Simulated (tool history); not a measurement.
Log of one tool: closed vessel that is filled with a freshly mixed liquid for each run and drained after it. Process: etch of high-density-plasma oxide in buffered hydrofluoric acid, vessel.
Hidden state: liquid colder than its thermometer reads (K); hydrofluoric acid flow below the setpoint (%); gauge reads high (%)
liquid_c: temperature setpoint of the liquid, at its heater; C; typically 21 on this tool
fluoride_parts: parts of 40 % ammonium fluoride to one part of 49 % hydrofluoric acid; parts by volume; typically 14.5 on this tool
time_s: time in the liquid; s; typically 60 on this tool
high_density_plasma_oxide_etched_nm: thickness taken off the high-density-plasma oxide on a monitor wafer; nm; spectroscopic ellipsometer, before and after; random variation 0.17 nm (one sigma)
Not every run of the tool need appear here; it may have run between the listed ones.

| run | hour | liquid_c | fluoride_parts | time_s | wafers since the last listed run | hours since the thermometer was replaced | hours since the hydrofluoric acid flow meter was replaced | hours since the gauge calibration | read-back film thickness of the high-density-plasma oxide reference wafer, read on the same gauge (nm) | high_density_plasma_oxide_etched_nm |
|---|---|---|---|---|---|---|---|---|---|---|
| 1 | 0 | 21 | 14.5 | 60 | 0 | 146.9 | 46.2 | 985.4 | 29.97 | 46.11 |
| 2 | 46.1 | 21 | 14.5 | 60 | 5647 | 193 | 92.3 | 1031.5 | 29.97 | 45.88 |
| 3 | 106.6 | 21 | 14.5 | 60 | 7411 | 253.5 | 152.8 | 1092 | 29.98 | 46.07 |
| 4 | 144.5 | 21 | 17.5 | 60 | 4642 | 291.4 | 190.7 | 1129.9 | 30.02 | 38.24 |
| 5 | 247 | 21 | 17.5 | 60 | 12556 | 393.9 | 293.2 | 1232.4 | 29.99 | 37.94 |
| 6 | 308.7 | 18.5 | 14.5 | 70 | 7558 | 455.6 | 354.9 | 1294.1 | 30 | 46.05 |
| 7 | 398.1 | 18.5 | 14.5 | 70 | 10951 | 545 | 444.3 | 1383.5 | 30 | 46.65 |
| 8 | 469.7 | 21 | 12.5 | 45 | 8771 | 616.6 | 515.9 | 1455.1 | 30.01 | 39.58 |
| 9 | 555.1 | 21 | 12.5 | 45 | 10461 | 702 | 601.3 | 1540.5 | 29.99 | 39.24 |
| 10 | 627.9 | 21 | 11.5 | 85 | 8918 | 774.8 | 674.1 | 1613.3 | 30.04 | 80.73 |
| 11 | 719.6 | 21 | 11.5 | 85 | 11233 | 866.5 | 765.8 | 1705 | 29.99 | 80.73 |
| 12 | 769.3 | 21 | 11.5 | 85 | 6088 | 916.2 | 815.5 | 1754.7 | 30.01 | 80.59 |
| 13 | 829.5 | 22 | 17.5 | 60 | 7374 | 976.4 | 875.7 | 1814.9 | 29.99 | 39.86 |
| 14 | 870.4 | 22 | 17.5 | 60 | 5010 | 1017.3 | 916.6 | 1855.8 | 29.99 | 39.73 |
| 15 | 944.4 | 22 | 17.5 | 60 | 9065 | 1091.3 | 990.6 | 1929.8 | 30.01 | 39.81 |
| 16 | 1204.2 | 21 | 14.5 | 60 | 31825 | 1351.1 | 1250.4 | 2189.6 | 30 | 45.02 |
| 17 | 1249 | 21 | 14.5 | 60 | 5488 | 1395.9 | 1295.2 | 2234.4 | 30.01 | 44.68 |
| 18 | 1305.5 | 26 | 19 | 60 | 6921 | 1452.4 | 1351.7 | 2290.9 | 29.98 | 45.18 |
|  | 1313.7 | hydrofluoric acid flow meter replaced |
| 19 | 1385.2 | 21 | 12.5 | 45 | 9640 | 1532.1 | 71.5 | 2370.6 | 30.02 | 38.03 |
| 20 | 1470.6 | 21 | 14.5 | 60 | 10461 | 1617.5 | 156.9 | 2456 | 29.99 | 43.55 |
|  | 1538.5 | gauge calibrated |
|  | 1548.5 | thermometer replaced |
| 21 | 1572.1 | 22.5 | 12.5 | 60 | 12311 | 23.6 | 258.4 | 33.6 | 30.01 | 54.55 |
| 22 | 1663.1 | 21 | 14.5 | 60 | 11147 | 114.6 | 349.4 | 124.6 | 30 | 43.16 |
|  | 1710.1 | hydrofluoric acid flow meter replaced, repeated, since the last time left the tool worse |
| 23 | 1731.4 | 23.5 | 14.5 | 75 | 8244 | 182.9 | 21.3 | 192.9 | 29.99 | 66.01 |
| 24 | 1786.8 | 21 | 14.5 | 60 | 6786 | 238.3 | 76.7 | 248.3 | 30 | 46.11 |
| 25 | 1864.1 | 17 | 19.5 | 60 | 9469 | 315.6 | 154 | 325.6 | 29.98 | 27.24 |
| 26 | 1924.5 | 21 | 16.5 | 85 | 7399 | 376 | 214.4 | 386 | 30 | 57.14 |
| 27 | 1972.6 | 25 | 16 | 80 | 5892 | 424.1 | 262.5 | 434.1 | 29.99 | 69.15 |
| 28 | 2044.6 | 24 | 19.5 | 90 | 8820 | 496.1 | 334.5 | 506.1 | 29.99 | 60.76 |
| 29 | 2130.4 | 17 | 16.5 | 90 | 10510 | 581.9 | 420.3 | 591.9 | 29.98 | 47.94 |
| 30 | 2190.9 | 19 | 14.5 | 85 | 7411 | 642.4 | 480.8 | 652.4 | 29.97 | 57.87 |
| 31 | 2281.3 | 21 | 11.5 | 50 | 11074 | 732.8 | 571.2 | 742.8 | 30 | 47.73 |

How would selected steps in high_density_plasma_oxide_etched_nm from run to run divide? Give the signed amount a tool lacking its hidden state would still show from settings, what came in and random variation, and the signed amount left for the hidden state, including any gauge scatter that is not in both of the compared results.
Run 9 -> 10: fluoride_parts 12.5 -> 11.5, time_s 45 -> 85. high_density_plasma_oxide_etched_nm +41.49 nm: hidden state -0.68, all else +42.17.
Run 12 -> 13: liquid_c 21 -> 22, fluoride_parts 11.5 -> 17.5, time_s 85 -> 60. high_density_plasma_oxide_etched_nm -40.73 nm: hidden state +0.68, all else -41.41.
Run 18 -> 19: liquid_c 26 -> 21, fluoride_parts 19 -> 12.5, time_s 60 -> 45, hydrofluoric acid flow meter replaced. high_density_plasma_oxide_etched_nm -7.15 nm: hidden state -0.76, all else -6.39.
Run 20 -> 21: liquid_c 21 -> 22.5, fluoride_parts 14.5 -> 12.5, gauge calibrated, thermometer replaced. high_density_plasma_oxide_etched_nm +11 nm: hidden state -0.75, all else +11.75.
Run 22 -> 23: liquid_c 21 -> 23.5, time_s 60 -> 75, hydrofluoric acid flow meter replaced, repeated, since the last time left the tool worse. high_density_plasma_oxide_etched_nm +22.85 nm: hidden state +2.57, all else +20.28.
Run 25 -> 26: liquid_c 17 -> 21, fluoride_parts 19.5 -> 16.5, time_s 60 -> 85. high_density_plasma_oxide_etched_nm +29.9 nm: hidden state -0.2, all else +30.1.
